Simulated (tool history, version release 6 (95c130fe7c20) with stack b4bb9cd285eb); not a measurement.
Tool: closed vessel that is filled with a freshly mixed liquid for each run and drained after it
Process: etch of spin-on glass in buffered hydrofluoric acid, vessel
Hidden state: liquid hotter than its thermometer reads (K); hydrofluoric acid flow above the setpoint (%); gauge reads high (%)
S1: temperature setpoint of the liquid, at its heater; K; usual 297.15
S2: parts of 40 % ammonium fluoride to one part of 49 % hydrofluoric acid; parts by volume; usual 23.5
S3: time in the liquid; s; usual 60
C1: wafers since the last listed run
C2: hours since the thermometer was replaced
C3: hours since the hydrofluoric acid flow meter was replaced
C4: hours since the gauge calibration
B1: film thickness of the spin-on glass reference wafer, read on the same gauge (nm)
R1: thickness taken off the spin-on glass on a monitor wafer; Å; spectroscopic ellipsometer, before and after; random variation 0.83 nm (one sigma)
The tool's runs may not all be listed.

run	hour	S1	S2	S3	C1	C2	C3	C4	B1	R1
1	0.0	297.15	23.5	60	0	683.7	101.2	936.9	50.07	1456.0
2	96.9	297.15	23.5	60	11745	780.6	198.1	1033.8	50.03	1432.4
3	175.6	297.15	23.5	60	9539	859.3	276.8	1112.5	50.04	1454.9
4	229.3	297.15	23.5	60	6509	913.0	330.5	1166.2	50.04	1450.9
5	328.9	297.15	23.5	60	12072	1012.6	430.1	1265.8	50.02	1438.7
6	400.0	297.15	23.5	60	8618	1083.7	501.2	1336.9	50.02	1475.3
# hour 433.5: hydrofluoric acid flow meter replaced
7	689.1	297.15	23.5	60	34921	1372.8	255.6	1626.0	49.98	1466.4
# hour 692.4: gauge calibrated
8	765.9	294.15	29.5	60	9309	1449.6	332.4	73.5	50.02	1072.0
9	806.0	297.15	23.5	35	4860	1489.7	372.5	113.6	50.01	868.5
10	909.2	297.15	23.5	35	12509	1592.9	475.7	216.8	50.00	860.9
11	965.5	297.15	23.5	60	6824	1649.2	532.0	273.1	49.99	1489.8
# hour 969.4: hydrofluoric acid flow meter replaced
12	1029.6	297.15	23.5	60	7648	1713.3	60.2	337.2	49.99	1490.0
13	1104.0	301.65	29.5	30	9018	1787.7	134.6	411.6	50.03	812.2
14	1190.1	297.15	23.5	60	10436	1873.8	220.7	497.7	49.99	1481.4
15	1244.2	295.15	23.5	60	6557	1927.9	274.8	551.8	49.98	1325.2
16	1315.0	297.15	28.5	35	8581	1998.7	345.6	622.6	50.00	759.0
17	1378.4	301.15	23.5	95	7684	2062.1	409.0	686.0	50.02	2937.9
18	1439.3	300.65	28.0	50	7381	2123.0	469.9	746.9	50.01	1336.3
19	1507.7	301.15	16.0	70	8290	2191.4	538.3	815.3	50.01	3027.7
20	1550.0	297.15	23.5	60	5127	2233.7	580.6	857.6	49.99	1520.9
# hour 1636.8: hydrofluoric acid flow meter replaced
21	1645.7	299.15	27.5	70	11478	2329.4	8.9	953.3	50.05	1774.3
# hour 1656.7: thermometer replaced
22	1724.9	297.15	23.5	95	9478	68.2	88.1	1032.5	50.02	2280.5
23	1827.1	301.15	23.5	60	12387	170.4	190.3	1134.7	50.00	1784.6
24	1902.6	295.65	18.5	60	9151	245.9	265.8	1210.2	49.98	1591.2
25	2190.3	297.15	23.5	60	34872	533.6	553.5	1497.9	50.01	1453.8

Forecast each of these 5 alternatives for the next run:
A	2191.0	297.15	23.5	60	84	534.3	554.2	1498.6	?	?
B	2191.0	300.65	15.5	30	84	534.3	554.2	1498.6	?	?
C	2191.0	300.65	23.5	60	84	534.3	554.2	1498.6	?	?
D	2191.0	297.15	30.0	60	84	534.3	554.2	1498.6	?	?
E	2191.0	297.15	23.5	30	84	534.3	554.2	1498.6	?	?

run	B1	R1
A	50.01	1450.8
B	50.01	1257.8
C	50.01	1753.2
D	50.01	1226.4
E	50.01	725.4
Without the tool's hidden state the same runs would have given:
run	R1
A	1411.6
B	1224.7
C	1706.8
D	1193.2
E	705.8
